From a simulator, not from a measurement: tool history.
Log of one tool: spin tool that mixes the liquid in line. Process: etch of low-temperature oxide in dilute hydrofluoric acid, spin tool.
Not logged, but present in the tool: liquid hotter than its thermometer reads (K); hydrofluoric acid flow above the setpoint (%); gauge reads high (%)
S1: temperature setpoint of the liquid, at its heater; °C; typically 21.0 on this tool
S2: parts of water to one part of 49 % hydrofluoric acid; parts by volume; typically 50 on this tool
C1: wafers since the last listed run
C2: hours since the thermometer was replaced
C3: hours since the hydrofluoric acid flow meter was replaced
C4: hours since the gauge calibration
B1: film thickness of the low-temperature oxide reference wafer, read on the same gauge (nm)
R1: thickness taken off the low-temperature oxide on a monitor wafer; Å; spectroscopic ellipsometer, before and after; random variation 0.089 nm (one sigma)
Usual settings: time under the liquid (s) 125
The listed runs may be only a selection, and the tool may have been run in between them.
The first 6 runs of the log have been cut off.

{"run": 7, "hour": 467.0, "S1": 22.5, "S2": 50, "time under the liquid (s)": 125, "C1": 1446, "C2": 709.7, "C3": 1064.8, "C4": 1172.6, "B1": 149.99, "R1": 264.1}
{"run": 8, "hour": 561.9, "S1": 21.0, "S2": 50, "time under the liquid (s)": 125, "C1": 1101, "C2": 804.6, "C3": 1159.7, "C4": 1267.5, "B1": 150.0, "R1": 248.2}
{"run": 9, "hour": 642.6, "S1": 21.0, "S2": 35, "time under the liquid (s)": 125, "C1": 936, "C2": 885.3, "C3": 1240.4, "C4": 1348.2, "B1": 150.02, "R1": 362.6}
{"run": 10, "hour": 701.2, "S1": 21.0, "S2": 65, "time under the liquid (s)": 125, "C1": 679, "C2": 943.9, "C3": 1299.0, "C4": 1406.8, "B1": 150.02, "R1": 187.6}
{"run": 11, "hour": 808.4, "S1": 21.0, "S2": 65, "time under the liquid (s)": 125, "C1": 1243, "C2": 1051.1, "C3": 1406.2, "C4": 1514.0, "B1": 150.0, "R1": 189.1}
{"run": 12, "hour": 880.2, "S1": 21.0, "S2": 50, "time under the liquid (s)": 125, "C1": 833, "C2": 1122.9, "C3": 1478.0, "C4": 1585.8, "B1": 149.99, "R1": 250.3}
{"run": 13, "hour": 944.4, "S1": 21.0, "S2": 50, "time under the liquid (s)": 125, "C1": 744, "C2": 1187.1, "C3": 1542.2, "C4": 1650.0, "B1": 150.04, "R1": 252.4}
{"run": 14, "hour": 1008.4, "S1": 21.0, "S2": 50, "time under the liquid (s)": 125, "C1": 742, "C2": 1251.1, "C3": 1606.2, "C4": 1714.0, "B1": 150.02, "R1": 249.6}
{"run": 15, "hour": 1071.4, "S1": 21.0, "S2": 50, "time under the liquid (s)": 125, "C1": 730, "C2": 1314.1, "C3": 1669.2, "C4": 1777.0, "B1": 149.98, "R1": 250.9}
{"run": 16, "hour": 1137.9, "S1": 23.5, "S2": 50, "time under the liquid (s)": 160, "C1": 771, "C2": 1380.6, "C3": 1735.7, "C4": 1843.5, "B1": 149.97, "R1": 356.3}
{"run": 17, "hour": 1200.3, "S1": 24.5, "S2": 50, "time under the liquid (s)": 125, "C1": 723, "C2": 1443.0, "C3": 1798.1, "C4": 1905.9, "B1": 150.02, "R1": 289.7}
{"run": 18, "hour": 1265.4, "S1": 21.0, "S2": 50, "time under the liquid (s)": 125, "C1": 755, "C2": 1508.1, "C3": 1863.2, "C4": 1971.0, "B1": 150.02, "R1": 251.6}
{"run": 19, "hour": 1328.8, "S1": 23.0, "S2": 70, "time under the liquid (s)": 185, "C1": 735, "C2": 1571.5, "C3": 1926.6, "C4": 2034.4, "B1": 150.0, "R1": 283.6}
{"run": 20, "hour": 1401.8, "S1": 21.0, "S2": 50, "time under the liquid (s)": 125, "C1": 846, "C2": 1644.5, "C3": 1999.6, "C4": 2107.4, "B1": 149.98, "R1": 251.8}
{"hour": 1489.7, "done": "hydrofluoric acid flow meter replaced"}
{"run": 21, "hour": 1508.5, "S1": 17.0, "S2": 50, "time under the liquid (s)": 160, "C1": 1226, "C2": 1751.2, "C3": 18.8, "C4": 2214.1, "B1": 150.02, "R1": 273.6}
{"run": 22, "hour": 1607.5, "S1": 23.0, "S2": 50, "time under the liquid (s)": 195, "C1": 1148, "C2": 1850.2, "C3": 117.8, "C4": 2313.1, "B1": 150.0, "R1": 429.9}
{"hour": 1627.1, "done": "gauge calibrated"}
{"hour": 1640.2, "done": "thermometer replaced"}
{"run": 23, "hour": 1709.3, "S1": 21.0, "S2": 50, "time under the liquid (s)": 125, "C1": 1169, "C2": 69.1, "C3": 219.6, "C4": 82.2, "B1": 150.01, "R1": 246.7}
{"run": 24, "hour": 1788.8, "S1": 21.0, "S2": 35, "time under the liquid (s)": 80, "C1": 922, "C2": 148.6, "C3": 299.1, "C4": 161.7, "B1": 150.0, "R1": 230.0}
{"run": 25, "hour": 1843.7, "S1": 24.5, "S2": 75, "time under the liquid (s)": 195, "C1": 636, "C2": 203.5, "C3": 354.0, "C4": 216.6, "B1": 149.98, "R1": 287.6}
{"run": 26, "hour": 1894.7, "S1": 23.5, "S2": 50, "time under the liquid (s)": 125, "C1": 591, "C2": 254.5, "C3": 405.0, "C4": 267.6, "B1": 149.97, "R1": 274.6}
{"run": 27, "hour": 1983.3, "S1": 21.0, "S2": 50, "time under the liquid (s)": 125, "C1": 1027, "C2": 343.1, "C3": 493.6, "C4": 356.2, "B1": 149.99, "R1": 247.2}
{"run": 28, "hour": 2043.9, "S1": 19.0, "S2": 30, "time under the liquid (s)": 195, "C1": 703, "C2": 403.7, "C3": 554.2, "C4": 416.8, "B1": 150.01, "R1": 607.9}
{"run": 29, "hour": 2104.8, "S1": 19.5, "S2": 50, "time under the liquid (s)": 125, "C1": 706, "C2": 464.6, "C3": 615.1, "C4": 477.7, "B1": 149.99, "R1": 234.1}
{"run": 30, "hour": 2198.5, "S1": 19.5, "S2": 55, "time under the liquid (s)": 90, "C1": 1087, "C2": 558.3, "C3": 708.8, "C4": 571.4, "B1": 149.96, "R1": 151.6}
{"run": 31, "hour": 2278.8, "S1": 21.0, "S2": 25, "time under the liquid (s)": 125, "C1": 931, "C2": 638.6, "C3": 789.1, "C4": 651.7, "B1": 150.0, "R1": 515.2}

Alternative continuations, all from the tool just after run 31; predict every row:
{"run": "A", "hour": 2279.3, "S1": 21.0, "S2": 50, "time under the liquid (s)": 125, "C1": 5, "C2": 639.1, "C3": 789.6, "C4": 652.2, "B1": "?", "R1": "?"}
{"run": "B", "hour": 2279.3, "S1": 21.0, "S2": 65, "time under the liquid (s)": 90, "C1": 5, "C2": 639.1, "C3": 789.6, "C4": 652.2, "B1": "?", "R1": "?"}
{"run": "C", "hour": 2279.3, "S1": 18.0, "S2": 70, "time under the liquid (s)": 100, "C1": 5, "C2": 639.1, "C3": 789.6, "C4": 652.2, "B1": "?", "R1": "?"}
{"run": "D", "hour": 2279.3, "S1": 24.0, "S2": 50, "time under the liquid (s)": 190, "C1": 5, "C2": 639.1, "C3": 789.6, "C4": 652.2, "B1": "?", "R1": "?"}

run=A B1=150.02 R1=249.8
run=B B1=150.02 R1=135.8
run=C B1=150.02 R1=122.8
run=D B1=150.02 R1=430.0
Had the tool no hidden state, the same runs would have come out as:
run=A R1=244.5
run=B R1=132.9
run=C R1=120.2
run=D R1=421.1
